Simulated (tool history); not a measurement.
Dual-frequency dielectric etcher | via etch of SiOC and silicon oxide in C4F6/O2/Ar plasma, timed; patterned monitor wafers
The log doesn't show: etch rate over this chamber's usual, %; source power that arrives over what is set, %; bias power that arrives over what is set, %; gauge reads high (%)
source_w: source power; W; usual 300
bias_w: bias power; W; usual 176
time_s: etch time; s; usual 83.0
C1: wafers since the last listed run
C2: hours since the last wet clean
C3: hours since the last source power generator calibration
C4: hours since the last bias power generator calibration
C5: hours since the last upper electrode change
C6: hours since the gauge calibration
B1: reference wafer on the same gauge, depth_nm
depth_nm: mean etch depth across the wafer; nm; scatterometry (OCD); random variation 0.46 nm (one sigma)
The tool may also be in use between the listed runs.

Run 1, hour 0.0: usual settings; C1 0; C2 476.7; C3 2166.6; C4 3427.2; C5 3518.4; C6 6.6; B1 90.5. Result: depth_nm 82.5 nm.
Run 2, hour 13.6: usual settings; C1 158; C2 490.3; C3 2180.2; C4 3440.8; C5 3532.0; C6 20.2; B1 90.4. Result: depth_nm 82.3 nm.
Run 3, hour 20.6: usual settings; C1 81; C2 497.3; C3 2187.2; C4 3447.8; C5 3539.0; C6 27.2; B1 90.5. Result: depth_nm 81.8 nm.
Run 4, hour 35.5: usual settings but time_s 103.0 s; C1 173; C2 512.2; C3 2202.1; C4 3462.7; C5 3553.9; C6 42.1; B1 90.6. Result: depth_nm 100.8 nm.
Run 5, hour 50.3: usual settings; C1 172; C2 527.0; C3 2216.9; C4 3477.5; C5 3568.7; C6 56.9; B1 90.5. Result: depth_nm 82.2 nm.
Run 6, hour 62.7: usual settings; C1 144; C2 539.4; C3 2229.3; C4 3489.9; C5 3581.1; C6 69.3; B1 90.5. Result: depth_nm 81.4 nm.
Run 7, hour 78.9: usual settings; C1 189; C2 555.6; C3 2245.5; C4 3506.1; C5 3597.3; C6 85.5; B1 90.4. Result: depth_nm 82.1 nm.
Run 8, hour 96.1: usual settings but source_w 250 W; C1 200; C2 572.8; C3 2262.7; C4 3523.3; C5 3614.5; C6 102.7; B1 90.4. Result: depth_nm 76.1 nm.
Run 9, hour 110.7: usual settings but source_w 250 W; C1 170; C2 587.4; C3 2277.3; C4 3537.9; C5 3629.1; C6 117.3; B1 90.5. Result: depth_nm 75.7 nm.
Run 10, hour 123.7: usual settings but source_w 330 W; C1 151; C2 600.4; C3 2290.3; C4 3550.9; C5 3642.1; C6 130.3; B1 90.4. Result: depth_nm 84.8 nm.
Run 11, hour 139.2: usual settings but source_w 330 W; C1 180; C2 615.9; C3 2305.8; C4 3566.4; C5 3657.6; C6 145.8; B1 90.6. Result: depth_nm 83.7 nm.
At hour 154.3: bias power generator calibrated.
At hour 170.8: upper electrode replaced.
Run 12, hour 171.3: usual settings but source_w 330 W; C1 136; C2 648.0; C3 2337.9; C4 17.0; C5 0.5; C6 177.9; B1 90.4. Result: depth_nm 84.9 nm.
Run 13, hour 171.6: usual settings; C1 3; C2 648.3; C3 2338.2; C4 17.3; C5 0.8; C6 178.2; B1 90.4. Result: depth_nm 80.9 nm.
Run 14, hour 177.0: usual settings; C1 63; C2 653.7; C3 2343.6; C4 22.7; C5 6.2; C6 183.6; B1 90.6. Result: depth_nm 80.9 nm.
Run 15, hour 188.2: usual settings; C1 130; C2 664.9; C3 2354.8; C4 33.9; C5 17.4; C6 194.8; B1 90.5. Result: depth_nm 81.3 nm.
At hour 211.5: gauge calibrated.
At hour 220.8: wet clean of the chamber.
Run 16, hour 221.3: usual settings but source_w 380 W, bias_w 151 W, time_s 96.0 s; C1 106; C2 0.5; C3 2387.9; C4 67.0; C5 50.5; C6 9.8; B1 90.4. Result: depth_nm 102.7 nm.
Run 17, hour 221.7: usual settings but source_w 270 W, bias_w 147 W; C1 4; C2 0.9; C3 2388.3; C4 67.4; C5 50.9; C6 10.2; B1 90.4. Result: depth_nm 77.6 nm.
Run 18, hour 225.6: usual settings but bias_w 136 W; C1 45; C2 4.8; C3 2392.2; C4 71.3; C5 54.8; C6 14.1; B1 90.4. Result: depth_nm 78.2 nm.
Run 19, hour 234.9: usual settings; C1 108; C2 14.1; C3 2401.5; C4 80.6; C5 64.1; C6 23.4; B1 90.5. Result: depth_nm 85.7 nm.
Run 20, hour 247.6: usual settings; C1 148; C2 26.8; C3 2414.2; C4 93.3; C5 76.8; C6 36.1; B1 90.6. Result: depth_nm 85.9 nm.
At hour 257.2: source power generator calibrated.
Run 21, hour 260.0: usual settings but source_w 350 W, time_s 101.5 s; C1 98; C2 39.2; C3 2.8; C4 105.7; C5 89.2; C6 48.5; B1 90.5. Result: depth_nm 110.5 nm.
Run 22, hour 267.0: usual settings but source_w 230 W, bias_w 159 W, time_s 105.5 s; C1 81; C2 46.2; C3 9.8; C4 112.7; C5 96.2; C6 55.5; B1 90.5. Result: depth_nm 95.5 nm.
Run 23, hour 277.6: usual settings; C1 123; C2 56.8; C3 20.4; C4 123.3; C5 106.8; C6 66.1; B1 90.5. Result: depth_nm 86.3 nm.
Run 24, hour 288.4: usual settings; C1 126; C2 67.6; C3 31.2; C4 134.1; C5 117.6; C6 76.9; B1 90.5. Result: depth_nm 85.4 nm.
Run 25, hour 299.1: usual settings but bias_w 191 W, time_s 97.0 s; C1 124; C2 78.3; C3 41.9; C4 144.8; C5 128.3; C6 87.6; B1 90.5. Result: depth_nm 102.5 nm.
Run 26, hour 309.0: usual settings but bias_w 219 W, time_s 76.0 s; C1 115; C2 88.2; C3 51.8; C4 154.7; C5 138.2; C6 97.5; B1 90.5. Result: depth_nm 83.3 nm.
Run 27, hour 319.6: usual settings; C1 123; C2 98.8; C3 62.4; C4 165.3; C5 148.8; C6 108.1; B1 90.5. Result: depth_nm 85.2 nm.
Run 28, hour 334.5: usual settings but source_w 320 W, bias_w 157 W, time_s 94.0 s; C1 173; C2 113.7; C3 77.3; C4 180.2; C5 163.7; C6 123.0; B1 90.5. Result: depth_nm 94.9 nm.

4 ways to go on from here, each from the tool as it stands after run 28. What would each give?
Run A, hour 334.9: usual settings but time_s 76.0 s; C1 4; C2 114.1; C3 77.7; C4 180.6; C5 164.1; C6 123.4; B1 ?. Result: depth_nm ?.
Run B, hour 334.9: usual settings but bias_w 140 W, time_s 103.5 s; C1 4; C2 114.1; C3 77.7; C4 180.6; C5 164.1; C6 123.4; B1 ?. Result: depth_nm ?.
Run C, hour 334.9: usual settings but bias_w 204 W; C1 4; C2 114.1; C3 77.7; C4 180.6; C5 164.1; C6 123.4; B1 ?. Result: depth_nm ?.
Run D, hour 334.9: usual settings but source_w 370 W, bias_w 148 W; C1 4; C2 114.1; C3 77.7; C4 180.6; C5 164.1; C6 123.4; B1 ?. Result: depth_nm ?.

run    B1  depth_nm
  A  90.5      77.9
  B  90.5      98.0
  C  90.5      89.6
  D  90.5      86.6
Without the tool's hidden state the same runs would have given:
run  depth_nm
  A      78.5
  B      98.9
  C      90.3
  D      87.3
